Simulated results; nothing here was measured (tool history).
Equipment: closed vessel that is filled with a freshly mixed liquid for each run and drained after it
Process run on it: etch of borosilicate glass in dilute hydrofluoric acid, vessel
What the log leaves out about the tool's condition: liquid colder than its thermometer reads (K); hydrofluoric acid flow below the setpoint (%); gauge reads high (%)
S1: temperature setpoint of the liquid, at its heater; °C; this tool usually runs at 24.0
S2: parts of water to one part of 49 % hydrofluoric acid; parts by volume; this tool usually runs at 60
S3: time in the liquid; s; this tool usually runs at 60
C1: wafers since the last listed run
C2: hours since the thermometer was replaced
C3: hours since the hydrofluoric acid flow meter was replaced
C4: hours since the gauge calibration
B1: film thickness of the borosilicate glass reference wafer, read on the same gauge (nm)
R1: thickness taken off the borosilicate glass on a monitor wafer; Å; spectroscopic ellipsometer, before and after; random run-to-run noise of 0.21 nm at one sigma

| run | hour | S1 | S2 | S3 | C1 | C2 | C3 | C4 | B1 | R1 |
|---|---|---|---|---|---|---|---|---|---|---|
| 1 | 0.0 | 24.0 | 75 | 45 | 0 | 24.5 | 181.7 | 650.8 | 120.01 | 310.3 |
| 2 | 45.0 | 22.5 | 60 | 60 | 5360 | 69.5 | 226.7 | 695.8 | 120.02 | 491.9 |
| 3 | 101.4 | 22.5 | 60 | 60 | 6718 | 125.9 | 283.1 | 752.2 | 120.02 | 490.6 |
| 4 | 152.6 | 22.5 | 60 | 60 | 6098 | 177.1 | 334.3 | 803.4 | 119.99 | 494.9 |
| 5 | 196.2 | 24.0 | 60 | 60 | 5193 | 220.7 | 377.9 | 847.0 | 119.99 | 523.7 |
| 6 | 245.4 | 24.0 | 60 | 60 | 5860 | 269.9 | 427.1 | 896.2 | 120.05 | 521.6 |
| 7 | 282.1 | 24.0 | 60 | 60 | 4371 | 306.6 | 463.8 | 932.9 | 120.03 | 526.0 |
| 8 | 365.0 | 27.0 | 55 | 60 | 9874 | 389.5 | 546.7 | 1015.8 | 120.01 | 651.6 |
|  | 437.2 | gauge calibrated |
| 9 | 443.9 | 27.0 | 55 | 60 | 9398 | 468.4 | 625.6 | 6.7 | 119.97 | 648.5 |
| 10 | 538.8 | 24.0 | 75 | 60 | 11304 | 563.3 | 720.5 | 101.6 | 120.01 | 412.0 |
| 11 | 579.5 | 20.5 | 80 | 35 | 4848 | 604.0 | 761.2 | 142.3 | 119.99 | 195.4 |
|  | 589.9 | thermometer replaced |
| 12 | 640.2 | 24.0 | 60 | 60 | 7111 | 50.3 | 821.9 | 203.0 | 119.97 | 525.0 |
|  | 704.2 | hydrofluoric acid flow meter replaced |
| 13 | 716.4 | 26.0 | 40 | 60 | 8957 | 126.5 | 12.2 | 279.2 | 119.99 | 882.1 |
| 14 | 795.8 | 24.0 | 60 | 40 | 9457 | 205.9 | 91.6 | 358.6 | 120.01 | 348.7 |
| 15 | 864.3 | 24.0 | 60 | 60 | 8159 | 274.4 | 160.1 | 427.1 | 120.05 | 527.7 |
| 16 | 939.4 | 26.0 | 60 | 60 | 8945 | 349.5 | 235.2 | 502.2 | 120.02 | 569.6 |
| 17 | 981.8 | 26.5 | 60 | 40 | 5050 | 391.9 | 277.6 | 544.6 | 119.99 | 388.3 |
| 18 | 1044.8 | 27.5 | 40 | 90 | 7504 | 454.9 | 340.6 | 607.6 | 120.00 | 1393.7 |
| 19 | 1113.7 | 20.0 | 60 | 60 | 8207 | 523.8 | 409.5 | 676.5 | 119.99 | 446.8 |

Run 20, settings as shown, results not yet in. Your forecast:
| 20 | 1168.7 | 22.0 | 35 | 50 | 6551 | 578.8 | 464.5 | 731.5 | ? | ? |

B1: 120.01
R1: 709.9 Å
Had the tool carried no hidden state, the very same run would have given R1 709.9 Å.
